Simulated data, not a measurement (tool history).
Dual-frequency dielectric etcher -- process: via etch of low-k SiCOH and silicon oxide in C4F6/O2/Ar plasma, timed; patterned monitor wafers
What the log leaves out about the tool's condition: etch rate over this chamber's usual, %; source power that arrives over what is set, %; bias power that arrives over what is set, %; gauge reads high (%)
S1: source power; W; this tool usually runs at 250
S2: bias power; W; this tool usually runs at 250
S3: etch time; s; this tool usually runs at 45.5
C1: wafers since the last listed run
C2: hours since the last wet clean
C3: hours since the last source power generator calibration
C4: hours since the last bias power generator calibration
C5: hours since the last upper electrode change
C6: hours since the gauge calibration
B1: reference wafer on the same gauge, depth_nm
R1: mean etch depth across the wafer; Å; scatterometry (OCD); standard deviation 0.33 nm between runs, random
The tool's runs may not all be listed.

Run 1, day 0.000: usual settings; C1 0; C2 130.1; C3 4024.3; C4 1660.9; C5 2925.1; C6 869.2; B1 120.0. Result: R1 1074 Å.
Run 2, day 1.771: usual settings; C1 368; C2 172.6; C3 4066.8; C4 1703.4; C5 2967.6; C6 911.7; B1 120.1. Result: R1 1081 Å.
Run 3, day 5.417: usual settings; C1 758; C2 260.1; C3 4154.3; C4 1790.9; C5 3055.1; C6 999.2; B1 120.0. Result: R1 1086 Å.
At day 9.675: wet clean of the chamber.
Run 4, day 12.067: usual settings; C1 1174; C2 57.4; C3 4313.9; C4 1950.5; C5 3214.7; C6 1158.8; B1 119.9. Result: R1 1065 Å.
Run 5, day 14.950: usual settings but S3 41.5 s; C1 599; C2 126.6; C3 4383.1; C4 2019.7; C5 3283.9; C6 1228.0; B1 120.0. Result: R1 977 Å.
Run 6, day 18.575: usual settings but S3 41.5 s; C1 753; C2 213.6; C3 4470.1; C4 2106.7; C5 3370.9; C6 1315.0; B1 120.0. Result: R1 990 Å.
Run 7, day 21.708: usual settings; C1 651; C2 288.8; C3 4545.3; C4 2181.9; C5 3446.1; C6 1390.2; B1 120.0. Result: R1 1088 Å.
Run 8, day 23.554: usual settings; C1 383; C2 333.1; C3 4589.6; C4 2226.2; C5 3490.4; C6 1434.5; B1 120.1. Result: R1 1083 Å.
At day 25.529: wet clean of the chamber.
At day 25.621: source power generator calibrated.
At day 27.792: upper electrode replaced.
Run 9, day 36.804: usual settings; C1 2319; C2 270.6; C3 268.4; C4 2544.2; C5 216.3; C6 1752.5; B1 120.0. Result: R1 1087 Å.
At day 40.754: bias power generator calibrated.
At day 40.875: wet clean of the chamber.
Run 10, day 40.896: usual settings but S2 219 W; C1 790; C2 0.5; C3 366.6; C4 3.4; C5 314.5; C6 1850.7; B1 119.9. Result: R1 1012 Å.
Run 11, day 44.696: usual settings; C1 790; C2 91.7; C3 457.8; C4 94.6; C5 405.7; C6 1941.9; B1 120.0. Result: R1 1070 Å.
Run 12, day 47.471: usual settings but S1 200 W; C1 577; C2 158.3; C3 524.4; C4 161.2; C5 472.3; C6 2008.5; B1 119.9. Result: R1 998 Å.
At day 48.525: gauge calibrated.
Run 13, day 51.125: usual settings; C1 759; C2 246.0; C3 612.1; C4 248.9; C5 560.0; C6 62.4; B1 120.0. Result: R1 1084 Å.
Run 14, day 54.467: usual settings; C1 694; C2 326.2; C3 692.3; C4 329.1; C5 640.2; C6 142.6; B1 120.0. Result: R1 1090 Å.
At day 58.417: wet clean of the chamber.
Run 15, day 58.438: usual settings but S1 290 W, S2 300 W, S3 38.0 s; C1 617; C2 0.5; C3 787.6; C4 424.4; C5 735.5; C6 237.9; B1 120.0. Result: R1 985 Å.
Run 16, day 65.758: usual settings; C1 1522; C2 176.2; C3 963.3; C4 600.1; C5 911.2; C6 413.6; B1 120.0. Result: R1 1076 Å.
Run 17, day 69.604: usual settings but S1 270 W, S2 233 W, S3 38.0 s; C1 799; C2 268.5; C3 1055.6; C4 692.4; C5 1003.5; C6 505.9; B1 119.9. Result: R1 903 Å.
Run 18, day 72.046: usual settings but S1 300 W, S2 311 W, S3 35.5 s; C1 507; C2 327.1; C3 1114.2; C4 751.0; C5 1062.1; C6 564.5; B1 120.0. Result: R1 969 Å.
At day 73.858: wet clean of the chamber.
Run 19, day 75.304: usual settings but S1 270 W, S2 226 W, S3 35.5 s; C1 469; C2 34.7; C3 1192.4; C4 829.2; C5 1140.3; C6 642.7; B1 120.0. Result: R1 816 Å.
Run 20, day 77.692: usual settings but S1 220 W, S3 53.5 s; C1 496; C2 92.0; C3 1249.7; C4 886.5; C5 1197.6; C6 700.0; B1 120.0. Result: R1 1205 Å.

Had the tool no unlogged condition, and each run kept its random variation, what would the results have been?
run    R1
  1  1061
  2  1064
  3  1062
  4  1062
  5   970
  6   975
  7  1066
  8  1057
  9  1063
 10  1014
 11  1064
 12   987
 13  1064
 14  1064
 15   987
 16  1064
 17   885
 18   946
 19   817
 20  1201

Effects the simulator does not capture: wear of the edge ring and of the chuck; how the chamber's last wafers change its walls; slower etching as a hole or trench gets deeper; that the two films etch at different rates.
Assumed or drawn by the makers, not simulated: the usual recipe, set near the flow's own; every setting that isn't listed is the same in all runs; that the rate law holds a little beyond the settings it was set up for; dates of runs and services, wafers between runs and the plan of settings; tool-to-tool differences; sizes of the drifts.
